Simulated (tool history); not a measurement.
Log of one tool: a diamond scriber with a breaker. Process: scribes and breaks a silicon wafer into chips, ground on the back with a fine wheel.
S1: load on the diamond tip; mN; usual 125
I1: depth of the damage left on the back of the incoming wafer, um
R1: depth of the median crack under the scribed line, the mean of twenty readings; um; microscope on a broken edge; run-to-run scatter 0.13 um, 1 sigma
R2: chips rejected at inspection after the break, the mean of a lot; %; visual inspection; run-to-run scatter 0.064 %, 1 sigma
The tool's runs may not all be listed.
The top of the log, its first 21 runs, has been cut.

Run 22, hour 1478.1: usual settings but S1 110 mN; I1 2.79. Result: R1 13.29 um, R2 1.12 %.
At hour 1531.4: diamond tip replaced by a new one.
Run 23, hour 1541.9: usual settings; I1 1.86. Result: R1 14.34 um, R2 1.68 %.
Run 24, hour 1567.3: usual settings; I1 1.57. Result: R1 14.35 um, R2 1.9 %.
At hour 1595.2: load on the tip recalibrated.
Run 25, hour 1620.2: usual settings but S1 145 mN; I1 2. Result: R1 14.08 um, R2 1.24 %.
Run 26, hour 1690.8: usual settings; I1 2.36. Result: R1 12.79 um, R2 0.89 %.
Run 27, hour 1761.4: usual settings but S1 139 mN; I1 2.77. Result: R1 13.6 um, R2 1.38 %.
Run 28, hour 1812.3: usual settings but S1 88 mN; I1 2.71. Result: R1 10.58 um, R2 5.69 %.
Run 29, hour 1840.8: usual settings but S1 150 mN; I1 2.57. Result: R1 14.18 um, R2 2.12 %.
Run 30, hour 1913: usual settings but S1 147 mN; I1 1.9. Result: R1 13.98 um, R2 1.85 %.
Run 31, hour 1962.7: usual settings but S1 154 mN; I1 2.57. Result: R1 14.58 um, R2 2.58 %.
At hour 1985.8: diamond tip replaced by a new one.
Run 32, hour 2011.9: usual settings; I1 1.95. Result: R1 12.88 um, R2 0.72 %.
Run 33, hour 2082.2: usual settings but S1 112 mN; I1 2.84. Result: R1 12.15 um, R2 1.86 %.
Run 34, hour 2110.1: usual settings; I1 2.8. Result: R1 12.82 um, R2 1.13 %.
Run 35, hour 2179: usual settings but S1 155 mN; I1 2.12. Result: R1 14.69 um, R2 2.67 %.

Consider 5 possible next runs. They are alternatives, not a sequence: every one starts from the tool as it was left by run 35. What does each give?
Run A, hour 2179.6: usual settings but S1 152 mN; I1 2.51. Result: R1 ?, R2 ?.
Run B, hour 2179.6: usual settings but S1 96 mN; I1 2.51. Result: R1 ?, R2 ?.
Run C, hour 2179.6: usual settings but S1 99 mN; I1 2.51. Result: R1 ?, R2 ?.
Run D, hour 2179.6: usual settings but S1 90 mN; I1 2.51. Result: R1 ?, R2 ?.
Run E, hour 2179.6: usual settings but S1 141 mN; I1 2.51. Result: R1 ?, R2 ?.

run     R1    R2
  A  14.68  2.56
  B  11.23     4
  C  11.42  3.39
  D  10.82   5.5
  E  14.04   1.6
Had the tool no hidden state, the same runs would have come out as:
run     R1    R2
  A  14.64  2.49
  B   11.2   4.1
  C  11.39  3.48
  D   10.8  5.62
  E     14  1.56

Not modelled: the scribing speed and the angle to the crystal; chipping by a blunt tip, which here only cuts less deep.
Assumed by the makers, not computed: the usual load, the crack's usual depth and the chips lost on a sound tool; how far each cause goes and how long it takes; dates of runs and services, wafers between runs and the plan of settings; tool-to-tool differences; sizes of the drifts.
